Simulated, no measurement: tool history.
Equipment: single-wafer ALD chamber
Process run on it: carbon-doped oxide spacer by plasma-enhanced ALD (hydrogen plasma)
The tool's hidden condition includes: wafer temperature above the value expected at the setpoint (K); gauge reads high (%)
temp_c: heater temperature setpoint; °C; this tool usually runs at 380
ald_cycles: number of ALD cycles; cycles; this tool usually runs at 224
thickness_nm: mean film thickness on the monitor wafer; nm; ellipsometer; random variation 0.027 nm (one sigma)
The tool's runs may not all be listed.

run   hour  temp_c  ald_cycles  wafers since the last listed run  hours since the last thermocouple change  hours since the gauge calibration  read-back reference wafer on the same gauge, thickness_nm  thickness_nm
  1      0     380         224                                 0                                    1053.4                              101.6                                                     11.808        10.711
  2   25.6     380         224                                43                                      1079                              127.2                                                     11.808        10.648
  3   42.1     380         224                                28                                    1095.5                              143.7                                                     11.808         10.66
  4   63.9     380         191                                37                                    1117.3                              165.5                                                     11.807         9.095
  5     81     372         190                                29                                    1134.4                              182.6                                                     11.807         9.029
  6  100.8     372         190                                33                                    1154.2                              202.4                                                       11.8         9.077
  7    134     372         190                                56                                    1187.4                              235.6                                                     11.789         9.068
  8    158     380         205                                41                                    1211.4                              259.6                                                     11.799         9.815
  9  184.6     380         205                                45                                      1238                              286.2                                                     11.792         9.804
 10  219.3     380         205                                59                                    1272.7                              320.9                                                      11.79         9.811
 11  237.2     384         224                                30                                    1290.6                              338.8                                                     11.812        10.742
 12    256     380         224                                32                                    1309.4                              357.6                                                     11.808        10.715
 13  280.8     380         224                                42                                    1334.2                              382.4                                                     11.801         10.66
 14  299.9     380         224                                32                                    1353.3                              401.5                                                     11.807        10.646
 15  327.8     383         207                                47                                    1381.2                              429.4                                                     11.809         9.895
 16  357.9     383         207                                51                                    1411.3                              459.5                                                     11.808         9.874
 17  390.3     383         207                                55                                    1443.7                              491.9                                                     11.798         9.875
 18  414.9     380         224                                42                                    1468.3                              516.5                                                     11.808        10.685
 19  440.5     380         224                                43                                    1493.9                              542.1                                                     11.795        10.682
 20  463.2     380         224                                38                                    1516.6                              564.8                                                     11.807         10.67
 21  479.9     371         224                                28                                    1533.3                              581.5                                                     11.801        10.639
 22  505.2     393         237                                43                                    1558.6                              606.8                                                     11.798        11.302
 23  519.6     391         197                                24                                      1573                              621.2                                                     11.792         9.422
 24  543.6     369         224                                41                                      1597                              645.2                                                     11.801        10.749
 25  568.7     369         203                                43                                    1622.1                              670.3                                                       11.8         9.702
 26  581.9     371         242                                22                                    1635.3                              683.5                                                     11.796        11.536
 27  597.5     380         243                                26                                    1650.9                              699.1                                                     11.792        11.594
 28  619.1     389         224                                37                                    1672.5                              720.7                                                     11.798        10.704
 29  654.6     380         188                                60                                      1708                              756.2                                                     11.808         8.981
     674.5  -- thermocouple changed; heater temperature recalibrated
 30  683.7     366         267                                36                                       9.2                              785.3                                                     11.813        12.798
     695.8  -- gauge calibrated
 31  703.1     380         224                                33                                      28.6                                7.3                                                     11.809        10.703
 32  737.4     394         186                                58                                      62.9                               41.6                                                     11.798         8.919
 33  804.3     395         238                               114                                     129.8                              108.5                                                     11.792        11.352
 34  821.7     387         252                                29                                     147.2                              125.9                                                      11.79        12.001
 35  845.8     380         224                                41                                     171.3                                150                                                     11.805        10.658
 36  862.7     380         224                                28                                     188.2                              166.9                                                     11.792        10.705
 37  880.2     391         257                                29                                     205.7                              184.4                                                       11.8        12.278
 38  911.1     386         250                                52                                     236.6                              215.3                                                     11.801        11.959

Each row is a separate what-if for the run after 38, all from the same tool condition, not one after another. Results?
  A  911.8     380         189                                 1                                     237.3                                216                                                          ?             ?
  B  911.8     380         246                                 1                                     237.3                                216                                                          ?             ?
  C  911.8     373         244                                 1                                     237.3                                216                                                          ?             ?

run  read-back reference wafer on the same gauge, thickness_nm  thickness_nm
  A                                                     11.804         9.016
  B                                                     11.804        11.736
  C                                                     11.804         11.64
Take away the tool's hidden state, keep each run's random variation, and the runs would have read:
run  thickness_nm
  A         9.016
  B        11.736
  C         11.64

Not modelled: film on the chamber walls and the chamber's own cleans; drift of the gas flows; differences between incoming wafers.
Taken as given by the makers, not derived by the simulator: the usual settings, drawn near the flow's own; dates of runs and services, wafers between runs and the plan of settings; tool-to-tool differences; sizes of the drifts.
